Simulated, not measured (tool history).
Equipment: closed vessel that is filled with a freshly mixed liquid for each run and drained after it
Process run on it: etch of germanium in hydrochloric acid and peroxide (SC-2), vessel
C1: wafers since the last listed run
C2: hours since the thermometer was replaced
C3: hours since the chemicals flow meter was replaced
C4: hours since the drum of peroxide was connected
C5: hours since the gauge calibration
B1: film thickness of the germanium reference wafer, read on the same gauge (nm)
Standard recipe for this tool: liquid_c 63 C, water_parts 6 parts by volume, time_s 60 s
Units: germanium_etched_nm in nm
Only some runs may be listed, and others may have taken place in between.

{"run": 1, "day": 0.0, "liquid_c": 58, "water_parts": 6, "time_s": 60, "C1": 0, "C2": 2433.6, "C3": 552.9, "C4": 320.8, "C5": 392.4, "B1": 119.97, "germanium_etched_nm": 101.05}
{"run": 2, "day": 0.929, "liquid_c": 58, "water_parts": 6, "time_s": 60, "C1": 2982, "C2": 2455.9, "C3": 575.2, "C4": 343.1, "C5": 414.7, "B1": 119.99, "germanium_etched_nm": 102.22}
{"day": 2.038, "done": "gauge calibrated"}
{"run": 3, "day": 2.162, "liquid_c": 63, "water_parts": 6, "time_s": 60, "C1": 3958, "C2": 2485.5, "C3": 604.8, "C4": 372.7, "C5": 3, "B1": 120.05, "germanium_etched_nm": 116.76}
{"run": 4, "day": 2.954, "liquid_c": 63, "water_parts": 6, "time_s": 60, "C1": 2541, "C2": 2504.5, "C3": 623.8, "C4": 391.7, "C5": 22, "B1": 120.03, "germanium_etched_nm": 117.16}
{"run": 5, "day": 6.908, "liquid_c": 63, "water_parts": 6, "time_s": 60, "C1": 12692, "C2": 2599.4, "C3": 718.7, "C4": 486.6, "C5": 116.9, "B1": 120, "germanium_etched_nm": 117.26}
{"day": 7.354, "done": "thermometer replaced"}
{"run": 6, "day": 7.7, "liquid_c": 63, "water_parts": 6, "time_s": 60, "C1": 2407, "C2": 8.3, "C3": 737.7, "C4": 505.6, "C5": 135.9, "B1": 120.03, "germanium_etched_nm": 117.39}
{"run": 7, "day": 8.288, "liquid_c": 63, "water_parts": 6, "time_s": 75, "C1": 1885, "C2": 22.4, "C3": 751.8, "C4": 519.7, "C5": 150, "B1": 119.94, "germanium_etched_nm": 148.31}
{"run": 8, "day": 9.254, "liquid_c": 63, "water_parts": 6, "time_s": 75, "C1": 3102, "C2": 45.6, "C3": 775, "C4": 542.9, "C5": 173.2, "B1": 120.01, "germanium_etched_nm": 147.39}
{"run": 9, "day": 10.429, "liquid_c": 63, "water_parts": 7.5, "time_s": 60, "C1": 3771, "C2": 73.8, "C3": 803.2, "C4": 571.1, "C5": 201.4, "B1": 119.99, "germanium_etched_nm": 115.83}
{"run": 10, "day": 11.617, "liquid_c": 63, "water_parts": 6, "time_s": 60, "C1": 3811, "C2": 102.3, "C3": 831.7, "C4": 599.6, "C5": 229.9, "B1": 119.99, "germanium_etched_nm": 116.39}
{"run": 11, "day": 13.008, "liquid_c": 63, "water_parts": 6, "time_s": 60, "C1": 4467, "C2": 135.7, "C3": 865.1, "C4": 633, "C5": 263.3, "B1": 120.02, "germanium_etched_nm": 116.17}
{"run": 12, "day": 13.512, "liquid_c": 63, "water_parts": 5, "time_s": 60, "C1": 1618, "C2": 147.8, "C3": 877.2, "C4": 645.1, "C5": 275.4, "B1": 120.04, "germanium_etched_nm": 118.31}
{"day": 15.225, "done": "chemicals flow meter replaced"}
{"day": 17.867, "done": "new drum of peroxide connected"}
{"run": 13, "day": 17.929, "liquid_c": 63, "water_parts": 6, "time_s": 60, "C1": 13909, "C2": 253.8, "C3": 64.9, "C4": 1.5, "C5": 381.4, "B1": 120.04, "germanium_etched_nm": 116.03}
{"run": 14, "day": 18.462, "liquid_c": 54.5, "water_parts": 6, "time_s": 75, "C1": 1711, "C2": 266.6, "C3": 77.7, "C4": 14.3, "C5": 394.2, "B1": 120, "germanium_etched_nm": 113.01}
{"run": 15, "day": 19.383, "liquid_c": 71.5, "water_parts": 7.5, "time_s": 60, "C1": 2955, "C2": 288.7, "C3": 99.8, "C4": 36.4, "C5": 416.3, "B1": 120, "germanium_etched_nm": 147.14}
{"run": 16, "day": 19.888, "liquid_c": 63, "water_parts": 6, "time_s": 60, "C1": 1618, "C2": 300.8, "C3": 111.9, "C4": 48.5, "C5": 428.4, "B1": 119.97, "germanium_etched_nm": 118.89}
{"day": 20.417, "done": "gauge calibrated"}
{"run": 17, "day": 21.012, "liquid_c": 63, "water_parts": 6, "time_s": 60, "C1": 3611, "C2": 327.8, "C3": 138.9, "C4": 75.5, "C5": 14.3, "B1": 120, "germanium_etched_nm": 118.11}
{"run": 18, "day": 21.521, "liquid_c": 72, "water_parts": 8.5, "time_s": 60, "C1": 1631, "C2": 340, "C3": 151.1, "C4": 87.7, "C5": 26.5, "B1": 120.02, "germanium_etched_nm": 147.95}
{"run": 19, "day": 22.033, "liquid_c": 57, "water_parts": 6, "time_s": 30, "C1": 1645, "C2": 352.3, "C3": 163.4, "C4": 100, "C5": 38.8, "B1": 120.04, "germanium_etched_nm": 48.89}
{"run": 20, "day": 23.242, "liquid_c": 60, "water_parts": 6, "time_s": 50, "C1": 3878, "C2": 381.3, "C3": 192.4, "C4": 129, "C5": 67.8, "B1": 119.96, "germanium_etched_nm": 90.05}

Forecast run 21:
{"run": 21, "day": 24.204, "liquid_c": 67.5, "water_parts": 6, "time_s": 60, "C1": 3089, "C2": 404.4, "C3": 215.5, "C4": 152.1, "C5": 90.9, "B1": "?", "germanium_etched_nm": "?"}

{"run 21": {"B1": 120.01, "germanium_etched_nm": 134.03}}
Minus the tool's unlogged condition, the same run would have read germanium_etched_nm 134.03 nm.
